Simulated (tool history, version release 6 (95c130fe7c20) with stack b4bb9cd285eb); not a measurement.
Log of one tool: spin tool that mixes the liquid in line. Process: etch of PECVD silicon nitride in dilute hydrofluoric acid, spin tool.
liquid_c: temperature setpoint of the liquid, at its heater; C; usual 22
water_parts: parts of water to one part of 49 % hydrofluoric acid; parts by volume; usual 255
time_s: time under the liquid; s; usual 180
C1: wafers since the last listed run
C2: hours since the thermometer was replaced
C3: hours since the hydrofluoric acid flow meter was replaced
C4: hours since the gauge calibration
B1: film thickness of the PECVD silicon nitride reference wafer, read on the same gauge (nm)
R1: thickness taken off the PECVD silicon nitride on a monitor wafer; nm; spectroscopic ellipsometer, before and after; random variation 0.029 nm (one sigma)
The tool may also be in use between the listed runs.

Run 1, hour 0: usual settings; C1 0; C2 1616.4; C3 239.4; C4 771.5; B1 59.982. Result: R1 1.815 nm.
Run 2, hour 65.2: usual settings but liquid_c 25.5 C; C1 566; C2 1681.6; C3 304.6; C4 836.7; B1 60.029. Result: R1 2.218 nm.
Run 3, hour 97.7: usual settings but liquid_c 25.5 C; C1 282; C2 1714.1; C3 337.1; C4 869.2; B1 59.985. Result: R1 2.18 nm.
Run 4, hour 153.2: usual settings but time_s 160 s; C1 481; C2 1769.6; C3 392.6; C4 924.7; B1 60.018. Result: R1 1.595 nm.
Run 5, hour 186.3: usual settings but time_s 160 s; C1 287; C2 1802.7; C3 425.7; C4 957.8; B1 60.012. Result: R1 1.562 nm.
Run 6, hour 219.5: usual settings but time_s 160 s; C1 288; C2 1835.9; C3 458.9; C4 991; B1 60.031. Result: R1 1.554 nm.
Run 7, hour 272.9: usual settings; C1 463; C2 1889.3; C3 512.3; C4 1044.4; B1 60.004. Result: R1 1.745 nm.
Run 8, hour 323.1: usual settings; C1 435; C2 1939.5; C3 562.5; C4 1094.6; B1 59.986. Result: R1 1.691 nm.
Run 9, hour 495.2: usual settings; C1 1494; C2 2111.6; C3 734.6; C4 1266.7; B1 60.073. Result: R1 1.683 nm.
At hour 529: gauge calibrated.
At hour 538.2: thermometer replaced.
Run 10, hour 564.4: usual settings but liquid_c 25 C; C1 592; C2 26.2; C3 803.8; C4 35.4; B1 60.003. Result: R1 2 nm.
At hour 600.6: hydrofluoric acid flow meter replaced.
Run 11, hour 626.8: usual settings; C1 533; C2 88.6; C3 26.2; C4 97.8; B1 59.994. Result: R1 1.929 nm.
Run 12, hour 686.1: usual settings but water_parts 305 parts by volume, time_s 215 s; C1 514; C2 147.9; C3 85.5; C4 157.1; B1 59.964. Result: R1 1.892 nm.
Run 13, hour 874.1: usual settings but liquid_c 25.5 C; C1 1632; C2 335.9; C3 273.5; C4 345.1; B1 60.027. Result: R1 2.265 nm.
Run 14, hour 911.8: usual settings but water_parts 200 parts by volume; C1 327; C2 373.6; C3 311.2; C4 382.8; B1 59.999. Result: R1 2.266 nm.
Run 15, hour 954.9: usual settings but liquid_c 24.5 C, water_parts 380 parts by volume, time_s 120 s; C1 374; C2 416.7; C3 354.3; C4 425.9; B1 60. Result: R1 0.911 nm.
Run 16, hour 1006.8: usual settings but liquid_c 24 C; C1 450; C2 468.6; C3 406.2; C4 477.8; B1 59.989. Result: R1 1.952 nm.

Run 17 comes next. What will it give?
Run 17, hour 1069.6: usual settings; C1 545; C2 531.4; C3 469; C4 540.6; B1 ?. Result: R1 ?.

B1: 60.026
R1: 1.728 nm
Without the tool's hidden state the same run would have given R1 1.863 nm.
